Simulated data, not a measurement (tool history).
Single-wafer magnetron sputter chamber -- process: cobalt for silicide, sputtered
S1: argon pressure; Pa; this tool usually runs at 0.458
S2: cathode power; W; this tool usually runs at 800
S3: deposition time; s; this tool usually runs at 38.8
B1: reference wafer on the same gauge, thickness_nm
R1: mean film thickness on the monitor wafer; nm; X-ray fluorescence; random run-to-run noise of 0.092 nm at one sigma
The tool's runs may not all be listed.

| run | hour | S1 | S2 | S3 | B1 | R1 |
|---|---|---|---|---|---|---|
| 1 | 0 | 0.544 | 800 | 38.8 | 15.201 | 15.558 |
| 2 | 57 | 0.458 | 800 | 38.8 | 15.197 | 16.067 |
| 3 | 99.2 | 0.458 | 800 | 38.8 | 15.199 | 15.999 |
|  | 158.1 | sputter target and shields replaced |
| 4 | 170.4 | 0.556 | 950 | 38.8 | 15.198 | 18.658 |
|  | 187.5 | magnet pack replaced |
| 5 | 238 | 0.458 | 800 | 38.8 | 15.202 | 16.083 |
| 6 | 279.9 | 0.458 | 800 | 38.8 | 15.187 | 16.262 |
| 7 | 335.9 | 0.458 | 800 | 38.8 | 15.218 | 16.233 |
| 8 | 365.3 | 0.458 | 800 | 38.8 | 15.22 | 16.338 |
|  | 382.5 | gauge calibrated |
| 9 | 400.3 | 0.458 | 800 | 38.8 | 15.193 | 16.188 |
| 10 | 430.7 | 0.458 | 800 | 38.8 | 15.221 | 16.088 |
| 11 | 473 | 0.458 | 800 | 38.8 | 15.201 | 16.129 |
|  | 499.1 | capacitance manometer re-zeroed and calibrated |
| 12 | 499.6 | 0.458 | 800 | 38.8 | 15.198 | 16.053 |
| 13 | 525.1 | 0.458 | 600 | 38.8 | 15.189 | 11.896 |
| 14 | 552.2 | 0.553 | 1000 | 35.7 | 15.218 | 17.923 |
| 15 | 617 | 0.582 | 800 | 38.8 | 15.153 | 15.299 |
| 16 | 682.4 | 0.458 | 800 | 38.8 | 15.158 | 15.966 |
| 17 | 746 | 0.386 | 800 | 38.8 | 15.206 | 16.479 |
|  | 770.5 | sputter target and shields replaced |
| 18 | 813.4 | 0.512 | 600 | 46.4 | 15.202 | 14.081 |
| 19 | 867.4 | 0.32 | 850 | 31.3 | 15.169 | 14.495 |
| 20 | 917.6 | 0.528 | 850 | 32.4 | 15.166 | 13.882 |
| 21 | 954 | 0.458 | 850 | 38.8 | 15.212 | 17.037 |
| 22 | 995.9 | 0.458 | 750 | 32.6 | 15.18 | 12.609 |
| 23 | 1099.6 | 0.612 | 1000 | 38.8 | 15.23 | 18.831 |
| 24 | 1139.6 | 0.312 | 600 | 33 | 15.237 | 10.677 |
| 25 | 1176.6 | 0.384 | 950 | 33.2 | 15.186 | 16.655 |
| 26 | 1245.7 | 0.458 | 800 | 38.8 | 15.197 | 15.953 |
| 27 | 1363.7 | 0.458 | 700 | 43.1 | 15.188 | 15.678 |
|  | 1395.9 | sputter target and shields replaced |
| 28 | 1575.1 | 0.458 | 800 | 38.8 | 15.209 | 16.064 |
| 29 | 1628.9 | 0.458 | 800 | 38.8 | 15.202 | 16.232 |
| 30 | 1690.1 | 0.379 | 700 | 35.4 | 15.228 | 13.338 |
|  | 1760.4 | gauge calibrated |
| 31 | 1761.6 | 0.319 | 750 | 44.9 | 15.195 | 18.477 |
| 32 | 1796 | 0.37 | 1000 | 44.8 | 15.201 | 24.131 |
| 33 | 1846 | 0.458 | 800 | 38.8 | 15.228 | 16.363 |
| 34 | 1908.6 | 0.528 | 850 | 32.4 | 15.193 | 14.175 |
|  | 2011.1 | capacitance manometer re-zeroed and calibrated |
|  | 2038.6 | sputter target and shields replaced |
| 35 | 2058.9 | 0.521 | 800 | 38.8 | 15.218 | 15.659 |

Below are 4 alternative next runs, each starting from the tool's condition after run 35. Predict each:
| A | 2059.3 | 0.458 | 800 | 33.8 | ? | ? |
| B | 2059.3 | 0.327 | 800 | 36.8 | ? | ? |
| C | 2059.3 | 0.3 | 800 | 38.8 | ? | ? |
| D | 2059.3 | 0.395 | 900 | 43.1 | ? | ? |

| run | B1 | R1 |
|---|---|---|
| A | 15.211 | 13.824 |
| B | 15.211 | 15.783 |
| C | 15.211 | 16.807 |
| D | 15.211 | 20.287 |
Stripped of hidden state, with their random variation kept, the same runs would have yielded:
| run | R1 |
|---|---|
| A | 13.843 |
| B | 15.798 |
| C | 16.821 |
| D | 20.311 |
